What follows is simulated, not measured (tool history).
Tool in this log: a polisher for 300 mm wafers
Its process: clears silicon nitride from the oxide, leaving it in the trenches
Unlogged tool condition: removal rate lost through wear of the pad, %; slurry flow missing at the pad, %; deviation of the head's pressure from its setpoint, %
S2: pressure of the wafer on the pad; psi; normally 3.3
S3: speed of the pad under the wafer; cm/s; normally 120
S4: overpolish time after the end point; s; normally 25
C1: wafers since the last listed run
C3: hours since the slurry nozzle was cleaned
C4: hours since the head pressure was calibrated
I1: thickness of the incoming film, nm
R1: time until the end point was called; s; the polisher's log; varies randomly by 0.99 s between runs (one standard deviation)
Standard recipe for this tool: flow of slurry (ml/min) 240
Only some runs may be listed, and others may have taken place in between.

run 1 hour=0 | flow_of_slurry_(ml/min)=290 S2=2.4 S3=120 S4=25 | C1=0 wafers_polished_on_this_pad=389 C3=241.2 C4=308.6 | I1=89.1 | R1=87.7
run 2 hour=9.6 | flow_of_slurry_(ml/min)=290 S2=2.4 S3=120 S4=25 | C1=51 wafers_polished_on_this_pad=440 C3=250.8 C4=318.2 | I1=89.3 | R1=87.5
run 3 hour=26.5 | flow_of_slurry_(ml/min)=290 S2=2.4 S3=120 S4=25 | C1=90 wafers_polished_on_this_pad=531 C3=267.7 C4=335.1 | I1=89.3 | R1=87
-- hour=35.7 worn pad replaced by a new one
run 4 hour=36.2 | flow_of_slurry_(ml/min)=240 S2=3.3 S3=120 S4=19 | C1=30 wafers_polished_on_this_pad=2 C3=277.4 C4=344.8 | I1=90.7 | R1=69
run 5 hour=52 | flow_of_slurry_(ml/min)=240 S2=3.3 S3=120 S4=19 | C1=84 wafers_polished_on_this_pad=87 C3=293.2 C4=360.6 | I1=91.2 | R1=68.8
run 6 hour=92.5 | flow_of_slurry_(ml/min)=240 S2=3.3 S3=120 S4=25 | C1=217 wafers_polished_on_this_pad=304 C3=333.7 C4=401.1 | I1=90.2 | R1=68.6
run 7 hour=105.4 | flow_of_slurry_(ml/min)=240 S2=3.3 S3=120 S4=25 | C1=69 wafers_polished_on_this_pad=374 C3=346.6 C4=414 | I1=89.4 | R1=67
run 8 hour=115.9 | flow_of_slurry_(ml/min)=240 S2=3.3 S3=120 S4=25 | C1=56 wafers_polished_on_this_pad=430 C3=357.1 C4=424.5 | I1=90.9 | R1=67.6
run 9 hour=130.2 | flow_of_slurry_(ml/min)=240 S2=3.3 S3=98 S4=25 | C1=76 wafers_polished_on_this_pad=507 C3=371.4 C4=438.8 | I1=90 | R1=83.6
-- hour=135.4 worn pad replaced by a new one
run 10 hour=143 | flow_of_slurry_(ml/min)=240 S2=3.3 S3=98 S4=25 | C1=47 wafers_polished_on_this_pad=41 C3=384.2 C4=451.6 | I1=90.1 | R1=83.4
run 11 hour=151.9 | flow_of_slurry_(ml/min)=240 S2=3.3 S3=120 S4=25 | C1=47 wafers_polished_on_this_pad=88 C3=393.1 C4=460.5 | I1=89.9 | R1=68.9
run 12 hour=164.1 | flow_of_slurry_(ml/min)=240 S2=3.3 S3=120 S4=25 | C1=65 wafers_polished_on_this_pad=154 C3=405.3 C4=472.7 | I1=90.2 | R1=68.4
run 13 hour=181.2 | flow_of_slurry_(ml/min)=240 S2=3.3 S3=120 S4=21 | C1=91 wafers_polished_on_this_pad=246 C3=422.4 C4=489.8 | I1=90.9 | R1=71.1
run 14 hour=188.2 | flow_of_slurry_(ml/min)=240 S2=3.3 S3=120 S4=25 | C1=37 wafers_polished_on_this_pad=283 C3=429.4 C4=496.8 | I1=91.2 | R1=71.8
-- hour=197 slurry nozzle cleaned
run 15 hour=219.1 | flow_of_slurry_(ml/min)=240 S2=3.3 S3=120 S4=25 | C1=160 wafers_polished_on_this_pad=444 C3=22.1 C4=527.7 | I1=91.1 | R1=65
-- hour=231 worn pad replaced by a new one
run 16 hour=232.5 | flow_of_slurry_(ml/min)=180 S2=3.9 S3=158 S4=18 | C1=50 wafers_polished_on_this_pad=8 C3=35.5 C4=541.1 | I1=87.9 | R1=42.7
run 17 hour=248 | flow_of_slurry_(ml/min)=240 S2=3.3 S3=82 S4=37 | C1=83 wafers_polished_on_this_pad=91 C3=51 C4=556.6 | I1=89.2 | R1=92.4
-- hour=255.3 head pressure recalibrated
run 18 hour=262.2 | flow_of_slurry_(ml/min)=195 S2=2.3 S3=160 S4=15 | C1=65 wafers_polished_on_this_pad=156 C3=65.2 C4=6.9 | I1=88.7 | R1=71.1
run 19 hour=280.2 | flow_of_slurry_(ml/min)=320 S2=3.3 S3=120 S4=25 | C1=96 wafers_polished_on_this_pad=253 C3=83.2 C4=24.9 | I1=90.2 | R1=63.9
run 20 hour=293.1 | flow_of_slurry_(ml/min)=305 S2=3.8 S3=134 S4=25 | C1=69 wafers_polished_on_this_pad=322 C3=96.1 C4=37.8 | I1=88.6 | R1=49
run 21 hour=307.9 | flow_of_slurry_(ml/min)=215 S2=4.4 S3=148 S4=12 | C1=79 wafers_polished_on_this_pad=402 C3=110.9 C4=52.6 | I1=90.7 | R1=41.6
run 22 hour=320.7 | flow_of_slurry_(ml/min)=240 S2=3.3 S3=120 S4=25 | C1=68 wafers_polished_on_this_pad=471 C3=123.7 C4=65.4 | I1=91.2 | R1=67.2
-- hour=354.2 worn pad replaced by a new one
run 23 hour=354.8 | flow_of_slurry_(ml/min)=240 S2=3.3 S3=120 S4=25 | C1=161 wafers_polished_on_this_pad=3 C3=157.8 C4=99.5 | I1=91.5 | R1=67
run 24 hour=361.4 | flow_of_slurry_(ml/min)=240 S2=3.3 S3=120 S4=25 | C1=35 wafers_polished_on_this_pad=38 C3=164.4 C4=106.1 | I1=89 | R1=66.7
run 25 hour=371.2 | flow_of_slurry_(ml/min)=170 S2=4.3 S3=120 S4=25 | C1=52 wafers_polished_on_this_pad=91 C3=174.2 C4=115.9 | I1=90.1 | R1=54.3
run 26 hour=382.7 | flow_of_slurry_(ml/min)=240 S2=3.3 S3=120 S4=25 | C1=61 wafers_polished_on_this_pad=153 C3=185.7 C4=127.4 | I1=89.3 | R1=64
run 27 hour=389.1 | flow_of_slurry_(ml/min)=180 S2=2.7 S3=162 S4=14 | C1=34 wafers_polished_on_this_pad=187 C3=192.1 C4=133.8 | I1=89 | R1=61.5
run 28 hour=406.8 | flow_of_slurry_(ml/min)=320 S2=3.3 S3=120 S4=25 | C1=95 wafers_polished_on_this_pad=282 C3=209.8 C4=151.5 | I1=90 | R1=64.4
run 29 hour=417.4 | flow_of_slurry_(ml/min)=240 S2=3.3 S3=142 S4=25 | C1=56 wafers_polished_on_this_pad=339 C3=220.4 C4=162.1 | I1=90 | R1=54.5
run 30 hour=431.6 | flow_of_slurry_(ml/min)=240 S2=3.3 S3=120 S4=25 | C1=76 wafers_polished_on_this_pad=415 C3=234.6 C4=176.3 | I1=89.3 | R1=66.7
run 31 hour=449.6 | flow_of_slurry_(ml/min)=240 S2=3.3 S3=120 S4=25 | C1=96 wafers_polished_on_this_pad=512 C3=252.6 C4=194.3 | I1=89.5 | R1=64.9

Hidden state at the last listed run before each entry between runs and at the first one after, where it differs:
From run 3 to run 4: worn pad replaced by a new one (hour 35.7)
  slurry flow missing at the pad, %: 17.7 -> 18.5
  measured less the result without the state, R1: +1.9 -> +1.9 s
From run 9 to run 10: worn pad replaced by a new one (hour 135.4)
  slurry flow missing at the pad, %: 28.2 -> 29.7
  measured less the result without the state, R1: +4 -> +4.3 s
From run 14 to run 15: slurry nozzle cleaned (hour 197)
  slurry flow missing at the pad, %: 35.5 -> 2.25
  measured less the result without the state, R1: +4.9 -> +0.2 s
From run 15 to run 16: worn pad replaced by a new one (hour 231)
  slurry flow missing at the pad, %: 2.25 -> 2.37
  measured less the result without the state, R1: +0.2 -> +0.2 s
From run 17 to run 18: head pressure recalibrated (hour 255.3)
  slurry flow missing at the pad, %: 2.58 -> 2.84
  measured less the result without the state, R1: +0.3 -> +0.3 s
From run 22 to run 23: worn pad replaced by a new one (hour 354.2)
  slurry flow missing at the pad, %: 4.59 -> 6.11
  measured less the result without the state, R1: +0.4 -> +0.6 s

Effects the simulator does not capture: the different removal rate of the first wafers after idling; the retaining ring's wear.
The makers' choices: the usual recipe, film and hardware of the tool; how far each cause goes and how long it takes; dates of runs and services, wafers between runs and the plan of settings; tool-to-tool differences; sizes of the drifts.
